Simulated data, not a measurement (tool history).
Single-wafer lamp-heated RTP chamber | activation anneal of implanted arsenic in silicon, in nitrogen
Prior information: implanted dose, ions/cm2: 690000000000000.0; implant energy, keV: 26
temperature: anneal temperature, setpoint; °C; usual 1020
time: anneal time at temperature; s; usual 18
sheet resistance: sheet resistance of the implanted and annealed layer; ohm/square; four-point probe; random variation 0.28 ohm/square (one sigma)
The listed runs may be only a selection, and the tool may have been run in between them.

run	hour	temperature	time	read-back reference wafer on the same gauge, sheet resistance	sheet resistance
1	0	1010	23	120.05	147.37
2	6.7	1010	23	119.96	147.62
3	13	1010	23	119.95	147.28
4	27.6	1020	18	120.01	146.83
# hour 50.9: pyrometer window cleaned and pyrometer calibrated
5	51.4	1020	18	119.99	148.85
6	59.9	1020	18	120	148.51
7	68.2	1020	18	119.99	147.67
8	81.9	1020	18	120.02	147.23
9	99	1020	18	119.98	147.56
# hour 139.4: pyrometer window cleaned and pyrometer calibrated
10	141.4	1020	18	119.99	148.79
11	175.8	1020	18	120.01	147.64
12	190.4	1042	10	120.02	148.01
13	199	1042	10	119.95	147.78
# hour 209.8: pyrometer window cleaned and pyrometer calibrated
14	213	1020	18	120.06	148.43
15	227.7	1042	18	120.05	145.72
16	234.5	1020	18	119.99	148.13
# hour 242.9: reflector plate cleaned
17	243.4	1020	18	120.01	147.75
# hour 249.9: gauge calibrated
18	259.4	990	9	120.01	155.34
19	273.3	1010	23	119.94	147.27
# hour 285.4: pyrometer window cleaned and pyrometer calibrated
20	289.8	1049	18	119.95	144.82
21	300.4	1028	27	120.05	144.71
22	308.4	1006	27	120.02	147.47
23	322.2	1004	24	120.01	147.77
24	332.9	1036	11	120.02	147.69
25	344.4	1008	7	119.99	153.71
# hour 355.1: pyrometer window cleaned and pyrometer calibrated
26	358.5	1034	28	120.03	143.97
27	376.4	1031	18	120.01	146.37

Predict each of these 4 candidate next runs independently; none follows another, all start after run 27:
A	376.8	1020	18	?	?
B	376.8	1032	27	?	?
C	376.8	1041	14	?	?
D	376.8	1040	24	?	?

run	read-back reference wafer on the same gauge, sheet resistance	sheet resistance
A	120.02	147.65
B	120.02	144
C	120.02	146.55
D	120.02	143.65
Stripped of hidden state, with their random variation kept, the same runs would have yielded:
run	sheet resistance
A	148.53
B	144.96
C	147.42
D	144.62
